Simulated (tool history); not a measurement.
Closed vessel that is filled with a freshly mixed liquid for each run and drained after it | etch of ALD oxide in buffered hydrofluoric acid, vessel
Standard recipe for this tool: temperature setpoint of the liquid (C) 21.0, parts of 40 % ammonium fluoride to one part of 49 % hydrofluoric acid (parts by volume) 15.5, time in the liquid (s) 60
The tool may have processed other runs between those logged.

run     day  temperature setpoint of the liquid (C)  parts of 40 % ammonium fluoride to one part of 49 % hydrofluoric acid (parts by volume)  time in the liquid (s)  read-back film thickness of the ALD oxide reference wafer, read on the same gauge (nm)  thickness taken off the ALD oxide on a monitor wafer (nm)
  1   0.000                                    21.0                                                                                     15.5                      60                                                                                   50.00                                                      89.94
  2   6.712                                    21.0                                                                                     15.5                      60                                                                                   49.98                                                      90.36
  3   8.979                                    21.0                                                                                     15.5                      60                                                                                   50.00                                                      90.37
  4  10.783                                    21.0                                                                                     18.5                      60                                                                                   49.98                                                      76.33
  5  15.383                                    21.0                                                                                     18.5                      60                                                                                   49.99                                                      77.31
  6  17.608                                    21.0                                                                                     18.5                      60                                                                                   50.00                                                      77.75
     18.354  -- thermometer replaced
  7  19.721                                    21.0                                                                                     15.5                      60                                                                                   50.01                                                      87.93
     20.679  -- hydrofluoric acid flow meter replaced
  8  21.675                                    23.0                                                                                     15.5                      60                                                                                   50.00                                                      98.81
  9  23.371                                    23.0                                                                                     15.5                      60                                                                                   50.00                                                      99.13
 10  25.617                                    23.0                                                                                     15.5                      60                                                                                   50.01                                                      99.47
 11  28.021                                    21.0                                                                                     15.5                      60                                                                                   50.01                                                      87.55
 12  30.108                                    19.5                                                                                     15.5                      60                                                                                   49.96                                                      82.92
 13  32.312                                    21.0                                                                                     15.5                      60                                                                                   50.04                                                      87.24
 14  33.908                                    17.5                                                                                     14.0                      60                                                                                   50.00                                                      81.00
     35.692  -- gauge calibrated
 15  35.754                                    21.0                                                                                     21.0                      85                                                                                   50.03                                                      95.49
 16  38.692                                    17.0                                                                                      9.5                      30                                                                                   50.02                                                      57.21
 17  41.329                                    21.0                                                                                     15.5                      60                                                                                   50.02                                                      89.21
 18  44.254                                    17.0                                                                                     20.5                      50                                                                                   49.96                                                      46.25
 19  46.529                                    19.0                                                                                      9.5                      85                                                                                   50.01                                                     181.14
 20  48.371                                    21.0                                                                                     20.0                      85                                                                                   50.03                                                      99.94
 21  50.175                                    19.5                                                                                     15.5                      70                                                                                   49.97                                                      98.52
 22  52.196                                    19.5                                                                                     15.5                      60                                                                                   49.98                                                      83.36
 23  56.592                                    18.0                                                                                     15.5                      60                                                                                   50.01                                                      78.46
 24  58.196                                    21.0                                                                                     21.0                      60                                                                                   50.00                                                      70.17
 25  60.058                                    21.0                                                                                     15.5                      80                                                                                   50.04                                                     122.33
     61.592  -- thermometer replaced
 26  62.217                                    21.0                                                                                     15.5                      60                                                                                   50.01                                                      87.23
 27  63.896                                    19.0                                                                                     12.5                      85                                                                                   49.95                                                     137.17
 28  65.658                                    24.5                                                                                     18.0                      35                                                                                   50.04                                                      54.41
 29  67.354                                    21.0                                                                                     15.5                      95                                                                                   49.99                                                     139.44
 30  70.129                                    18.0                                                                                     13.0                      40                                                                                   50.00                                                      59.85
 31  71.842                                    21.0                                                                                     15.5                      60                                                                                   49.98                                                      89.50
 32  73.617                                    21.0                                                                                     15.5                      60                                                                                   49.97                                                      89.98
 33  75.246                                    24.0                                                                                     18.0                      80                                                                                   50.00                                                     122.19

5 options for the next run, each taken on its own from the tool as it stands now. Forecast them:
  A  75.275                                    21.0                                                                                     15.5                      60                                                                                       ?                                                          ?
  B  75.275                                    25.5                                                                                     11.5                      60                                                                                       ?                                                          ?
  C  75.275                                    24.0                                                                                     17.0                      85                                                                                       ?                                                          ?
  D  75.275                                    23.5                                                                                     14.0                      45                                                                                       ?                                                          ?
  E  75.275                                    17.5                                                                                     10.5                      70                                                                                       ?                                                          ?

run  read-back film thickness of the ALD oxide reference wafer, read on the same gauge (nm)  thickness taken off the ALD oxide on a monitor wafer (nm)
  A                                                                                   50.02                                                      89.97
  B                                                                                   50.02                                                     154.18
  C                                                                                   50.02                                                     137.26
  D                                                                                   50.02                                                      85.58
  E                                                                                   50.02                                                     126.30
Had the tool no hidden state, the same runs would have come out as:
run  thickness taken off the ALD oxide on a monitor wafer (nm)
  A                                                      87.70
  B                                                     150.40
  C                                                     133.86
  D                                                      83.46
  E                                                     123.04

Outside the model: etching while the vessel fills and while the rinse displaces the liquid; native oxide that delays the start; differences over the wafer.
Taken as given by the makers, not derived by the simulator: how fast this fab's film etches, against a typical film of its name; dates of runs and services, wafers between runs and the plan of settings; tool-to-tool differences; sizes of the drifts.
